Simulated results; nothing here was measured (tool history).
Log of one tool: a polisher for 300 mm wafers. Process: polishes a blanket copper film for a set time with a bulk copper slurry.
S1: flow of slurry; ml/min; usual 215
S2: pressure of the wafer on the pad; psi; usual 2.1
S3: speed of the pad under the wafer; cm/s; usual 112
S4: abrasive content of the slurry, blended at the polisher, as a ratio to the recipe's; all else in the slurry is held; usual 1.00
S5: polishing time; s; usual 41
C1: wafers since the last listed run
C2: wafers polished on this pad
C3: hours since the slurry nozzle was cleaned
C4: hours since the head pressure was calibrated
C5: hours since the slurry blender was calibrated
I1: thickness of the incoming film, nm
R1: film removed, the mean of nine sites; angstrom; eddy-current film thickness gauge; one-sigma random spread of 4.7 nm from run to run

run,hour,S1,S2,S3,S4,S5,C1,C2,C3,C4,C5,I1,R1
1,0.0,255,2.1,112,1.00,41,0,669,349.0,682.4,149.8,2795.0,2842
2,13.8,255,2.1,112,1.00,41,144,813,362.8,696.2,163.6,2795.1,2810
3,23.8,215,2.1,112,1.00,41,104,917,372.8,706.2,173.6,2774.7,2679
4,35.0,215,2.1,112,1.00,41,116,1034,384.0,717.4,184.8,2777.6,2721
5,44.2,215,2.1,112,1.00,41,96,1130,393.2,726.6,194.0,2800.8,2717
6,53.9,215,2.1,112,1.00,41,101,1232,402.9,736.3,203.7,2770.2,2696
# hour 58.5: slurry blender recalibrated
7,65.9,215,2.1,112,1.00,41,104,1336,414.9,748.3,7.4,2834.4,2754
# hour 69.1: head pressure recalibrated
# hour 81.7: worn pad replaced by a new one
8,82.2,215,2.1,112,1.00,41,107,5,431.2,13.1,23.7,2780.4,3212
9,96.8,215,2.1,112,1.00,41,152,158,445.8,27.7,38.3,2811.6,3093
10,111.8,215,2.1,112,1.00,41,156,314,460.8,42.7,53.3,2793.2,3053
11,119.4,215,1.7,112,0.75,33,79,394,468.4,50.3,60.9,2760.6,1791
12,129.7,215,2.1,112,1.00,53,107,501,478.7,60.6,71.2,2760.8,3720
13,138.2,215,2.1,112,1.00,41,88,590,487.2,69.1,79.7,2839.2,2844
14,148.7,215,1.9,112,0.85,53,109,700,497.7,79.6,90.2,2808.0,3311
15,165.6,215,2.5,112,1.00,41,176,876,514.6,96.5,107.1,2831.6,3372
# hour 170.4: slurry nozzle cleaned
16,176.8,215,1.6,84,0.80,50,106,983,6.4,107.7,118.3,2792.1,1955

Expected results for the next run?
17,193.3,215,2.1,112,1.00,41,172,1155,22.9,124.2,134.8,2753.0,?

{"run 17": {"R1": 2728}}
Had the tool carried no hidden state, the very same run would have given R1 3085 angstrom.

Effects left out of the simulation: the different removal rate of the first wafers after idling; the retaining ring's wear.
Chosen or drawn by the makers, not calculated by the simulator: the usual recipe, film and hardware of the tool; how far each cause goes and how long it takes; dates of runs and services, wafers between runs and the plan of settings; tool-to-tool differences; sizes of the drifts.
